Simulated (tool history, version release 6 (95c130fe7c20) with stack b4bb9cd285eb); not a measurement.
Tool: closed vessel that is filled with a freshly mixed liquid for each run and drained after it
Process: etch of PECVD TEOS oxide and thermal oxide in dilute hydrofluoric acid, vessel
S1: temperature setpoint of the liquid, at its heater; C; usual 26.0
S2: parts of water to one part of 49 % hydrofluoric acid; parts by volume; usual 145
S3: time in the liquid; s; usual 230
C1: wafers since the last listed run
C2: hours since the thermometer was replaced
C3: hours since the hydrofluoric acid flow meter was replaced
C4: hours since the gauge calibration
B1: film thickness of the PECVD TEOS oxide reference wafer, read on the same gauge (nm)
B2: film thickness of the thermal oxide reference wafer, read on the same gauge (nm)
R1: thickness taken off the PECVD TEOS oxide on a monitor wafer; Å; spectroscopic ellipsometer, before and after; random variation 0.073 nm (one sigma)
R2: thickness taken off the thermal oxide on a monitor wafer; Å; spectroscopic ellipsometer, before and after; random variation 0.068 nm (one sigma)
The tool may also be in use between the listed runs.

run 1 hour=0.0 | S1=24.0 S2=145 S3=230 | C1=0 C2=668.9 C3=1069.2 C4=771.8 | B1=40.00 B2=109.98 | R1=167.0 R2=69.9
run 2 hour=61.0 | S1=26.0 S2=145 S3=230 | C1=6765 C2=729.9 C3=1130.2 C4=832.8 | B1=39.99 B2=110.01 | R1=179.6 R2=76.3
run 3 hour=146.3 | S1=26.0 S2=145 S3=230 | C1=9460 C2=815.2 C3=1215.5 C4=918.1 | B1=39.95 B2=109.98 | R1=181.1 R2=77.2
run 4 hour=201.5 | S1=26.0 S2=95 S3=230 | C1=6121 C2=870.4 C3=1270.7 C4=973.3 | B1=39.99 B2=110.01 | R1=294.2 R2=123.7
run 5 hour=269.9 | S1=26.0 S2=200 S3=330 | C1=7585 C2=938.8 C3=1339.1 C4=1041.7 | B1=39.99 B2=110.02 | R1=175.8 R2=74.5
run 6 hour=336.7 | S1=26.0 S2=200 S3=330 | C1=7408 C2=1005.6 C3=1405.9 C4=1108.5 | B1=40.01 B2=110.00 | R1=178.5 R2=75.1
run 7 hour=416.0 | S1=26.0 S2=145 S3=230 | C1=8794 C2=1084.9 C3=1485.2 C4=1187.8 | B1=40.00 B2=109.96 | R1=183.6 R2=77.8
run 8 hour=467.2 | S1=26.0 S2=145 S3=230 | C1=5678 C2=1136.1 C3=1536.4 C4=1239.0 | B1=40.04 B2=109.98 | R1=183.6 R2=76.7
run 9 hour=561.5 | S1=26.0 S2=145 S3=230 | C1=10458 C2=1230.4 C3=1630.7 C4=1333.3 | B1=40.01 B2=110.00 | R1=185.9 R2=78.7
-- hour=569.0 thermometer replaced
run 10 hour=625.5 | S1=26.0 S2=145 S3=230 | C1=6987 C2=56.5 C3=1694.7 C4=1397.3 | B1=39.96 B2=110.01 | R1=174.3 R2=75.0
run 11 hour=682.0 | S1=30.0 S2=90 S3=170 | C1=6266 C2=113.0 C3=1751.2 C4=1453.8 | B1=40.02 B2=110.01 | R1=262.5 R2=110.5
run 12 hour=780.2 | S1=26.0 S2=145 S3=230 | C1=10890 C2=211.2 C3=1849.4 C4=1552.0 | B1=39.99 B2=109.98 | R1=175.8 R2=75.6
run 13 hour=867.6 | S1=26.0 S2=145 S3=230 | C1=9693 C2=298.6 C3=1936.8 C4=1639.4 | B1=40.04 B2=109.99 | R1=177.8 R2=74.7
run 14 hour=908.5 | S1=26.0 S2=145 S3=175 | C1=4536 C2=339.5 C3=1977.7 C4=1680.3 | B1=40.02 B2=110.04 | R1=134.8 R2=57.7
run 15 hour=976.8 | S1=26.0 S2=145 S3=230 | C1=7574 C2=407.8 C3=2046.0 C4=1748.6 | B1=40.00 B2=110.01 | R1=178.1 R2=76.4
run 16 hour=1028.7 | S1=26.0 S2=145 S3=230 | C1=5756 C2=459.7 C3=2097.9 C4=1800.5 | B1=39.96 B2=109.98 | R1=178.7 R2=76.3
-- hour=1091.1 hydrofluoric acid flow meter replaced
run 17 hour=1098.1 | S1=26.0 S2=145 S3=125 | C1=7585 C2=529.1 C3=7.0 C4=1869.9 | B1=40.01 B2=109.97 | R1=93.5 R2=39.1
-- hour=1165.4 gauge calibrated
run 18 hour=1184.3 | S1=28.5 S2=195 S3=230 | C1=9560 C2=615.3 C3=93.2 C4=18.9 | B1=39.97 B2=109.96 | R1=131.6 R2=56.8
run 19 hour=1249.5 | S1=28.0 S2=85 S3=330 | C1=7231 C2=680.5 C3=158.4 C4=84.1 | B1=40.05 B2=110.01 | R1=496.7 R2=211.4
run 20 hour=1313.0 | S1=26.0 S2=215 S3=185 | C1=7042 C2=744.0 C3=221.9 C4=147.6 | B1=40.00 B2=109.99 | R1=87.4 R2=36.4
run 21 hour=1402.0 | S1=29.5 S2=190 S3=330 | C1=9870 C2=833.0 C3=310.9 C4=236.6 | B1=40.02 B2=110.00 | R1=206.9 R2=87.6
run 22 hour=1477.0 | S1=26.0 S2=200 S3=330 | C1=8317 C2=908.0 C3=385.9 C4=311.6 | B1=40.00 B2=109.99 | R1=172.0 R2=72.8
run 23 hour=1571.2 | S1=22.5 S2=120 S3=300 | C1=10447 C2=1002.2 C3=480.1 C4=405.8 | B1=40.00 B2=109.96 | R1=252.2 R2=107.0
-- hour=1595.1 thermometer replaced
run 24 hour=1619.6 | S1=31.0 S2=145 S3=355 | C1=5256 C2=24.5 C3=528.5 C4=454.2 | B1=40.01 B2=110.00 | R1=319.0 R2=133.6
run 25 hour=1671.4 | S1=26.0 S2=175 S3=335 | C1=5744 C2=76.3 C3=580.3 C4=506.0 | B1=40.01 B2=109.96 | R1=200.9 R2=83.6

Hidden state at the last listed run before each entry between runs and at the first one after, where it differs:
Between runs 9 and 10: thermometer replaced (hour 569.0)
  liquid hotter than its thermometer reads (K): 1.64 -> 0.0834; hydrofluoric acid flow above the setpoint (%): 3.15 -> 3.26
  measured less the result without the state, R1: +17.3 -> +6.9 Å; R2: +7.3 -> +2.9 Å
Between runs 16 and 17: hydrofluoric acid flow meter replaced (hour 1091.1)
  liquid hotter than its thermometer reads (K): 0.547 -> 0.627; hydrofluoric acid flow above the setpoint (%): 3.92 -> 0.0258
  measured less the result without the state, R1: +11.4 -> +2.2 Å; R2: +4.8 -> +0.9 Å
Between runs 17 and 18: gauge calibrated (hour 1165.4)
  liquid hotter than its thermometer reads (K): 0.627 -> 0.726; hydrofluoric acid flow above the setpoint (%): 0.0258 -> 0.167
  measured less the result without the state, R1: +2.2 -> +3.6 Å; R2: +0.9 -> +1.6 Å
Between runs 23 and 24: thermometer replaced (hour 1595.1)
  liquid hotter than its thermometer reads (K): 1.17 -> 0.118; hydrofluoric acid flow above the setpoint (%): 0.802 -> 0.881
  measured less the result without the state, R1: +13.6 -> +4.7 Å; R2: +5.7 -> +2.0 Å
